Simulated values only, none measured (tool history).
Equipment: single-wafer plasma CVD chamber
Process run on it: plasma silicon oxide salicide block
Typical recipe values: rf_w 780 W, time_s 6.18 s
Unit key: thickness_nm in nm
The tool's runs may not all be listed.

run   hour  rf_w  time_s  wafers since the last listed run  hours since the last RF generator calibration  hours since the showerhead was replaced  hours since the gauge calibration  read-back reference wafer on the same gauge, thickness_nm  thickness_nm
  1      0   780    6.18                                 0                                          910.3                                   3858.3                               16.2                                                     80.815        68.178
  2   18.6   780    6.18                               558                                          928.9                                   3876.9                               34.8                                                     80.872        68.325
  3   49.1   780    6.18                               916                                          959.4                                   3907.4                               65.3                                                     80.824        68.166
  4   74.8   780    6.18                               772                                          985.1                                   3933.1                                 91                                                     80.783        68.207
  5  103.4   780    6.18                               859                                         1013.7                                   3961.7                              119.6                                                     80.808        68.153
  6    116   780    6.18                               378                                         1026.3                                   3974.3                              132.2                                                     80.793        68.158
  7  132.2   780    6.18                               486                                         1042.5                                   3990.5                              148.4                                                     80.864        68.067
  8  145.5   780    6.18                               399                                         1055.8                                   4003.8                              161.7                                                     80.772         68.03
  9  163.9   820    6.18                               552                                         1074.2                                   4022.2                              180.1                                                     80.781        68.706
 10  190.3   860    5.75                               793                                         1100.6                                   4048.6                              206.5                                                     80.762        64.534
 11  221.3   675    6.18                               931                                         1131.6                                   4079.6                              237.5                                                     80.803        66.019
     248.6  -- showerhead replaced
     263.5  -- RF generator calibrated
 12    264   780    6.18                               802                                            0.5                                     15.4                              280.2                                                       80.8        69.178
 13  279.5   780    6.18                               465                                             16                                     30.9                              295.7                                                     80.839        69.178
 14  302.4   900    6.92                               688                                           38.9                                     53.8                              318.6                                                     80.749         79.82
     305.3  -- gauge calibrated
 15  332.7   720     6.7                               910                                           69.2                                     84.1                               27.4                                                     80.874         73.64
 16  348.3   780    6.18                               468                                           84.8                                     99.7                                 43                                                     80.782        69.269
 17  365.3   875    5.58                               510                                          101.8                                    116.7                                 60                                                     80.796        63.991
 18  382.8   780    5.72                               525                                          119.3                                    134.2                               77.5                                                     80.839         64.15

Predict each of these 4 candidate next runs independently; none follows another, all start after run 18:
  A  383.2   780    6.18                                12                                          119.7                                    134.6                               77.9                                                          ?             ?
  B  383.2   780    6.85                                12                                          119.7                                    134.6                               77.9                                                          ?             ?
  C  383.2   720     5.5                                12                                          119.7                                    134.6                               77.9                                                          ?             ?
  D  383.2   905    6.18                                12                                          119.7                                    134.6                               77.9                                                          ?             ?

run  read-back reference wafer on the same gauge, thickness_nm  thickness_nm
  A                                                     80.824        69.144
  B                                                     80.824         76.64
  C                                                     80.824         60.54
  D                                                     80.824        71.349
With no hidden state in the tool, these same runs would have given:
run  thickness_nm
  A        69.218
  B        76.723
  C        60.605
  D        71.426

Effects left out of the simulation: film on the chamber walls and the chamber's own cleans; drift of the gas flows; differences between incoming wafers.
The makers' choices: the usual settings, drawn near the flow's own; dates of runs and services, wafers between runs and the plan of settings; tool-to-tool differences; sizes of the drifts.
